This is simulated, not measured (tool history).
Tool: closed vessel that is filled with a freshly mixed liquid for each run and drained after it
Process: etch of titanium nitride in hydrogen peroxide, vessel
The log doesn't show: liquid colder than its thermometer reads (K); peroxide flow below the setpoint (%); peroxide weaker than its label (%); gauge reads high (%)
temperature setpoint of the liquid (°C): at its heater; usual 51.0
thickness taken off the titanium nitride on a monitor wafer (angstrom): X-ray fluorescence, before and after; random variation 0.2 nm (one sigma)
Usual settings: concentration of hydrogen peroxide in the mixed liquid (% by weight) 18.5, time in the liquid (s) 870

run    hour  temperature setpoint of the liquid (°C)  concentration of hydrogen peroxide in the mixed liquid (% by weight)  time in the liquid (s)  wafers since the last listed run  hours since the thermometer was replaced  hours since the peroxide flow meter was replaced  hours since the drum of peroxide was connected  hours since the gauge calibration  read-back film thickness of the titanium nitride reference wafer, read on the same gauge (nm)  thickness taken off the titanium nitride on a monitor wafer (angstrom)
  1     0.0                                     51.0                                                                  18.5                    1120                                 0                                    1408.6                                            1344.6                                           623.9                              439.7                                                                                         110.01                                                                   655.2
  2    54.4                                     51.0                                                                  18.5                     870                              1920                                    1463.0                                            1399.0                                           678.3                              494.1                                                                                         109.97                                                                   504.7
  3    91.9                                     51.0                                                                  18.5                     870                              1323                                    1500.5                                            1436.5                                           715.8                              531.6                                                                                         110.04                                                                   506.2
  4   132.1                                     51.0                                                                  18.5                     870                              1419                                    1540.7                                            1476.7                                           756.0                              571.8                                                                                         109.97                                                                   509.1
      144.8  -- thermometer replaced
  5   201.8                                     51.0                                                                  16.0                    1220                              2425                                      57.0                                            1546.4                                           825.7                              641.5                                                                                         110.01                                                                   704.8
  6   229.4                                     51.0                                                                  16.0                    1220                               974                                      84.6                                            1574.0                                           853.3                              669.1                                                                                         110.01                                                                   699.2
      236.4  -- new drum of peroxide connected
  7   291.3                                     51.0                                                                  16.0                    1220                              2149                                     146.5                                            1635.9                                            54.9                              731.0                                                                                         109.99                                                                   700.2
  8   329.5                                     51.0                                                                  15.5                     870                              1348                                     184.7                                            1674.1                                            93.1                              769.2                                                                                         109.97                                                                   494.9
  9   373.4                                     43.5                                                                  18.5                     870                              1549                                     228.6                                            1718.0                                           137.0                              813.1                                                                                         109.97                                                                   296.1
 10   432.8                                     43.5                                                                  18.5                     870                              2096                                     288.0                                            1777.4                                           196.4                              872.5                                                                                         110.02                                                                   296.3
 11   498.9                                     51.0                                                                  18.5                    1355                              2333                                     354.1                                            1843.5                                           262.5                              938.6                                                                                         110.00                                                                   801.9
 12   530.1                                     58.5                                                                  13.5                     415                              1101                                     385.3                                            1874.7                                           293.7                              969.8                                                                                         110.01                                                                   387.4
 13   597.8                                     51.0                                                                  18.5                     870                              2389                                     453.0                                            1942.4                                           361.4                             1037.5                                                                                         110.02                                                                   510.5
      605.7  -- gauge calibrated
 14   632.0                                     53.5                                                                  18.5                     870                              1207                                     487.2                                            1976.6                                           395.6                               26.3                                                                                         110.02                                                                   613.6
 15   671.9                                     42.0                                                                  13.5                    1245                              1408                                     527.1                                            2016.5                                           435.5                               66.2                                                                                         109.96                                                                   352.9
 16   711.5                                     56.0                                                                  23.5                     565                              1397                                     566.7                                            2056.1                                           475.1                              105.8                                                                                         109.94                                                                   495.9
 17   746.1                                     41.5                                                                  24.0                    1145                              1221                                     601.3                                            2090.7                                           509.7                              140.4                                                                                         109.94                                                                   350.6
 18   778.6                                     47.5                                                                  15.5                    1290                              1147                                     633.8                                            2123.2                                           542.2                              172.9                                                                                         110.01                                                                   563.1
      825.3  -- peroxide flow meter replaced
 19   841.8                                     42.5                                                                  23.5                    1330                              2195                                     697.0                                              16.5                                           605.4                              236.1                                                                                         109.99                                                                   446.8
 20   867.8                                     51.0                                                                  17.0                     870                               917                                     723.0                                              42.5                                           631.4                              262.1                                                                                         109.98                                                                   513.8
 21   931.3                                     51.0                                                                  18.5                     460                              2241                                     786.5                                             106.0                                           694.9                              325.6                                                                                         110.01                                                                   275.2
 22   960.5                                     51.0                                                                  18.5                     870                              1030                                     815.7                                             135.2                                           724.1                              354.8                                                                                         110.02                                                                   518.3
 23   988.5                                     59.0                                                                  21.5                     510                               988                                     843.7                                             163.2                                           752.1                              382.8                                                                                         110.01                                                                   553.1
     1021.6  -- new drum of peroxide connected
 24  1041.2                                     55.5                                                                  16.0                    1140                              1825                                     896.4                                             215.9                                            19.6                              435.5                                                                                         110.01                                                                   905.4
 25  1074.9                                     60.5                                                                  13.5                    1320                              1189                                     930.1                                             249.6                                            53.3                              469.2                                                                                         110.00                                                                  1438.6
 26  1099.8                                     44.0                                                                  15.0                    1065                               878                                     955.0                                             274.5                                            78.2                              494.1                                                                                         109.97                                                                   366.4
 27  1130.1                                     51.0                                                                  18.5                     870                              1069                                     985.3                                             304.8                                           108.5                              524.4                                                                                         109.98                                                                   519.9
 28  1158.8                                     56.0                                                                  18.5                     870                              1013                                    1014.0                                             333.5                                           137.2                              553.1                                                                                         109.99                                                                   733.3

Forecast each of these 5 alternatives for the next run:
  A  1159.7                                     43.0                                                                  18.5                     870                                31                                    1014.9                                             334.4                                           138.1                              554.0                                                                                              ?                                                                       ?
  B  1159.7                                     51.0                                                                  20.5                     645                                31                                    1014.9                                             334.4                                           138.1                              554.0                                                                                              ?                                                                       ?
  C  1159.7                                     42.0                                                                  21.0                     660                                31                                    1014.9                                             334.4                                           138.1                              554.0                                                                                              ?                                                                       ?
  D  1159.7                                     47.0                                                                  13.0                    1185                                31                                    1014.9                                             334.4                                           138.1                              554.0                                                                                              ?                                                                       ?
  E  1159.7                                     44.5                                                                  18.5                     455                                31                                    1014.9                                             334.4                                           138.1                              554.0                                                                                              ?                                                                       ?

run  read-back film thickness of the titanium nitride reference wafer, read on the same gauge (nm)  thickness taken off the titanium nitride on a monitor wafer (angstrom)
  A                                                                                         109.99                                                                   287.8
  B                                                                                         109.99                                                                   393.2
  C                                                                                         109.99                                                                   207.9
  D                                                                                         109.99                                                                   490.4
  E                                                                                         109.99                                                                   168.5
Without the tool's hidden state the same runs would have given:
run  thickness taken off the titanium nitride on a monitor wafer (angstrom)
  A                                                                   293.4
  B                                                                   400.6
  C                                                                   212.0
  D                                                                   499.7
  E                                                                   171.7
